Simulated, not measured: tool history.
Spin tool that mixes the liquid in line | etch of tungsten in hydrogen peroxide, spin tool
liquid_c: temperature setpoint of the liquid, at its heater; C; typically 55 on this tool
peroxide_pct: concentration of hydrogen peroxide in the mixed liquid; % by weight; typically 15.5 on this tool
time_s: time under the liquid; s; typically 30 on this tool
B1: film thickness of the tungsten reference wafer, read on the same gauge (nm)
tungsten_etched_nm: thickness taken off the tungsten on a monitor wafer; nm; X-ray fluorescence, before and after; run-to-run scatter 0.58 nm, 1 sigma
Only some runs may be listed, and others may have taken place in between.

Run 1, day 0: usual settings but time_s 20 s; B1 110.01. Result: tungsten_etched_nm 36.28 nm.
Run 2, day 0.638: usual settings but time_s 20 s; B1 109.98. Result: tungsten_etched_nm 37.03 nm.
Run 3, day 1.492: usual settings but time_s 40 s; B1 110.01. Result: tungsten_etched_nm 71.42 nm.
Run 4, day 2.762: usual settings but time_s 40 s; B1 110.02. Result: tungsten_etched_nm 72.05 nm.
Run 5, day 3.388: usual settings but liquid_c 48.5 C, time_s 20 s; B1 109.99. Result: tungsten_etched_nm 24.53 nm.
Run 6, day 4.062: usual settings but liquid_c 61 C, peroxide_pct 18 % by weight; B1 110.01. Result: tungsten_etched_nm 84.68 nm.
At day 5.254: heated supply line repaired.
At day 5.262: thermometer replaced.
Run 7, day 5.496: usual settings but liquid_c 61 C, peroxide_pct 18 % by weight; B1 109.99. Result: tungsten_etched_nm 95.91 nm.
Run 8, day 6.175: usual settings; B1 109.99. Result: tungsten_etched_nm 62.52 nm.
Run 9, day 6.871: usual settings but peroxide_pct 19.5 % by weight, time_s 35 s; B1 110.01. Result: tungsten_etched_nm 83.17 nm.
Run 10, day 7.554: usual settings but liquid_c 63 C, peroxide_pct 14 % by weight; B1 110. Result: tungsten_etched_nm 96.08 nm.
At day 8.112: peroxide flow meter replaced.
Run 11, day 8.138: usual settings but liquid_c 64.5 C; B1 109.99. Result: tungsten_etched_nm 108.44 nm.
Run 12, day 9.496: usual settings but liquid_c 59 C, peroxide_pct 12 % by weight; B1 110.01. Result: tungsten_etched_nm 70.69 nm.
At day 9.938: gauge calibrated.
Run 13, day 10.671: usual settings; B1 110.01. Result: tungsten_etched_nm 62.27 nm.
Run 14, day 11.621: usual settings but liquid_c 52.5 C, peroxide_pct 14 % by weight, time_s 45 s; B1 109.98. Result: tungsten_etched_nm 77.58 nm.
At day 11.846: new drum of peroxide connected.
Run 15, day 12.521: usual settings but liquid_c 48 C, peroxide_pct 12.5 % by weight, time_s 25 s; B1 110.02. Result: tungsten_etched_nm 30.73 nm.

Run 16 is up next; what results do you expect?
Run 16, day 13.596: usual settings but peroxide_pct 12 % by weight; B1 ?. Result: tungsten_etched_nm ?.

B1: 109.98
tungsten_etched_nm: 54.75 nm
With no hidden state in the tool, this same run would have given tungsten_etched_nm 57.39 nm.

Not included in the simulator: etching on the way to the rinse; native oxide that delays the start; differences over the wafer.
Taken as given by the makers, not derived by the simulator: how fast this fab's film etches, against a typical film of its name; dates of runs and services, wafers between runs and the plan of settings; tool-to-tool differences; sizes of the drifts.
